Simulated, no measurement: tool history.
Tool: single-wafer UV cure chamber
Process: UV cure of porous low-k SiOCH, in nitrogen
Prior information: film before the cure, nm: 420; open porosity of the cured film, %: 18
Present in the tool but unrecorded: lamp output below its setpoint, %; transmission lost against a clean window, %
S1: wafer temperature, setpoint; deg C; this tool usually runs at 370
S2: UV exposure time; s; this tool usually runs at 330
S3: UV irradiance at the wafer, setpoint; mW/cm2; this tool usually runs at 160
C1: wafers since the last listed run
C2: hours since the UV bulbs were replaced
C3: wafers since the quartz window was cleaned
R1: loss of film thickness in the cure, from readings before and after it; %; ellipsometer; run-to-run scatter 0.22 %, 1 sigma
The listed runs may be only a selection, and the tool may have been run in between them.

{"run": 1, "hour": 0.0, "S1": 370, "S2": 330, "S3": 191, "C1": 0, "C2": 1124.6, "C3": 1842, "R1": 14.811}
{"run": 2, "hour": 71.7, "S1": 370, "S2": 330, "S3": 191, "C1": 460, "C2": 1196.3, "C3": 2302, "R1": 15.182}
{"run": 3, "hour": 104.0, "S1": 370, "S2": 330, "S3": 191, "C1": 207, "C2": 1228.6, "C3": 2509, "R1": 14.588}
{"run": 4, "hour": 140.0, "S1": 378, "S2": 330, "S3": 160, "C1": 230, "C2": 1264.6, "C3": 2740, "R1": 14.057}
{"run": 5, "hour": 165.5, "S1": 378, "S2": 330, "S3": 160, "C1": 163, "C2": 1290.1, "C3": 2904, "R1": 13.727}
{"hour": 323.7, "done": "quartz window cleaned"}
{"run": 6, "hour": 333.4, "S1": 378, "S2": 330, "S3": 160, "C1": 1025, "C2": 1458, "C3": 62, "R1": 14.446}
{"run": 7, "hour": 400.7, "S1": 370, "S2": 330, "S3": 186, "C1": 431, "C2": 1525.3, "C3": 494, "R1": 15.387}

Predict the results of run 8:
{"run": 8, "hour": 467.2, "S1": 370, "S2": 330, "S3": 160, "C1": 426, "C2": 1591.8, "C3": 920, "R1": "?"}

R1: 14.013 %
Minus the tool's unlogged condition, the same run would have read R1 14.267 %.

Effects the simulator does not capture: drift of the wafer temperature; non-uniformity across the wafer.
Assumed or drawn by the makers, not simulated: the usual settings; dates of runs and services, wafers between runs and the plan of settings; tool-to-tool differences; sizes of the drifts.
